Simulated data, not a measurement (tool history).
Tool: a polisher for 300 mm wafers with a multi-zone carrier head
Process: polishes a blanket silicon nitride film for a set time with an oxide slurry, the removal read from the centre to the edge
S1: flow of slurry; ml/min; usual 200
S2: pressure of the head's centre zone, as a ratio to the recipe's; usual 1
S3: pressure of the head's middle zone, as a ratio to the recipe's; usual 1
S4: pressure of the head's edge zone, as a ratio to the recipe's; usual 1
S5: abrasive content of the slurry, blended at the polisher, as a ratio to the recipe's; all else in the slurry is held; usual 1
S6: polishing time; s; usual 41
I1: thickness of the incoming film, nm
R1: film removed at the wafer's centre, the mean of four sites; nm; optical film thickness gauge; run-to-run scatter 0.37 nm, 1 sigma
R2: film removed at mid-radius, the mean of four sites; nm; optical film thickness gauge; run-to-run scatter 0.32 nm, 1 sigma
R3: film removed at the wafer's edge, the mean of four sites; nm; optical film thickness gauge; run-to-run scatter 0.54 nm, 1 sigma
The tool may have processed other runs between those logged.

run 1 day=0 | S1=200 S2=1.11 S3=1.03 S4=0.9 S5=1 S6=46 | I1=498.3 | R1=46.1 R2=41.3 R3=38.9
run 2 day=0.558 | S1=135 S2=1 S3=1 S4=1 S5=0.75 S6=51 | I1=492.8 | R1=36.1 R2=35.6 R3=36.2
-- day=1.292 worn pad replaced by a new one
run 3 day=1.312 | S1=135 S2=1 S3=1 S4=1 S5=0.8 S6=49 | I1=501.6 | R1=37 R2=35.8 R3=36.8
run 4 day=1.925 | S1=145 S2=1 S3=0.9 S4=1 S5=0.75 S6=41 | I1=499.9 | R1=29.6 R2=26.7 R3=29.5
run 5 day=2.246 | S1=200 S2=1 S3=0.91 S4=1 S5=1 S6=41 | I1=500.3 | R1=37.1 R2=33.1 R3=36
run 6 day=2.583 | S1=200 S2=1 S3=1.05 S4=0.9 S5=1 S6=49 | I1=503 | R1=44.5 R2=44.9 R3=40.6
run 7 day=3.079 | S1=200 S2=1 S3=1 S4=1 S5=1.25 S6=35 | I1=494.6 | R1=35.5 R2=34.1 R3=34.2
run 8 day=3.779 | S1=255 S2=1 S3=1 S4=1.12 S5=1 S6=30 | I1=498.1 | R1=28 R2=26.8 R3=28.7
run 9 day=4.058 | S1=200 S2=1 S3=1 S4=1 S5=1 S6=41 | I1=490.4 | R1=37.6 R2=35.2 R3=35.7
run 10 day=4.388 | S1=200 S2=1 S3=1 S4=1 S5=1 S6=41 | I1=501.2 | R1=36.8 R2=35.5 R3=34.7
-- day=4.983 edge zone pressure recalibrated
run 11 day=5.058 | S1=200 S2=1 S3=0.97 S4=1 S5=1 S6=41 | I1=496.2 | R1=37 R2=34.7 R3=36.4
run 12 day=5.604 | S1=200 S2=1 S3=1 S4=1 S5=1 S6=41 | I1=499.2 | R1=36.2 R2=35 R3=36.9
-- day=6.092 worn pad replaced by a new one
run 13 day=6.112 | S1=180 S2=0.95 S3=1 S4=1.08 S5=1 S6=48 | I1=499.6 | R1=39.3 R2=40.5 R3=43
run 14 day=7.838 | S1=145 S2=1 S3=1 S4=1 S5=1 S6=32 | I1=502 | R1=27.2 R2=25.7 R3=26
run 15 day=8.346 | S1=200 S2=1 S3=1 S4=0.91 S5=1 S6=47 | I1=507.4 | R1=41.5 R2=41.1 R3=38.6
run 16 day=8.788 | S1=200 S2=1 S3=1 S4=1 S5=1 S6=41 | I1=489.7 | R1=36 R2=35.2 R3=35.8
run 17 day=9.2 | S1=200 S2=1 S3=0.95 S4=1 S5=0.75 S6=41 | I1=493.9 | R1=30.4 R2=28 R3=29.3
run 18 day=9.929 | S1=150 S2=0.92 S3=1 S4=1 S5=1 S6=52 | I1=502.5 | R1=40.4 R2=43.1 R3=43.6
run 19 day=10.425 | S1=200 S2=1 S3=0.95 S4=1 S5=0.75 S6=47 | I1=505.7 | R1=34.8 R2=32.6 R3=34.5
run 20 day=10.933 | S1=200 S2=1 S3=1 S4=1.03 S5=1.3 S6=50 | I1=508.8 | R1=50.3 R2=48.7 R3=49.7
-- day=11.562 worn pad replaced by a new one
run 21 day=11.583 | S1=200 S2=1 S3=1 S4=1 S5=1.1 S6=45 | I1=501 | R1=41.9 R2=39.4 R3=41
run 22 day=12.133 | S1=200 S2=1 S3=1 S4=1 S5=1 S6=41 | I1=494.5 | R1=35.7 R2=34.8 R3=35.6
run 23 day=12.8 | S1=200 S2=1 S3=0.93 S4=1 S5=1 S6=41 | I1=506.3 | R1=35.7 R2=32.1 R3=35

Branching from run 23: 3 alternative next runs. What would each branch give?
run A day=12.817 | S1=200 S2=1 S3=1 S4=0.93 S5=1 S6=41 | I1=506.8 | R1=? R2=? R3=?
run B day=12.817 | S1=140 S2=1 S3=1 S4=1 S5=1 S6=41 | I1=506.8 | R1=? R2=? R3=?
run C day=12.817 | S1=200 S2=0.95 S3=1 S4=0.97 S5=1 S6=41 | I1=506.8 | R1=? R2=? R3=?

run=A R1=35.8 R2=34.9 R3=34
run=B R1=33.5 R2=32.9 R3=33.6
run=C R1=34.2 R2=34.9 R3=34.6
With no hidden state in the tool, these same runs would have given:
run=A R1=37.9 R2=36.7 R3=35.3
run=B R1=36.1 R2=35.1 R3=35.3
run=C R1=36.2 R2=36.7 R3=35.9

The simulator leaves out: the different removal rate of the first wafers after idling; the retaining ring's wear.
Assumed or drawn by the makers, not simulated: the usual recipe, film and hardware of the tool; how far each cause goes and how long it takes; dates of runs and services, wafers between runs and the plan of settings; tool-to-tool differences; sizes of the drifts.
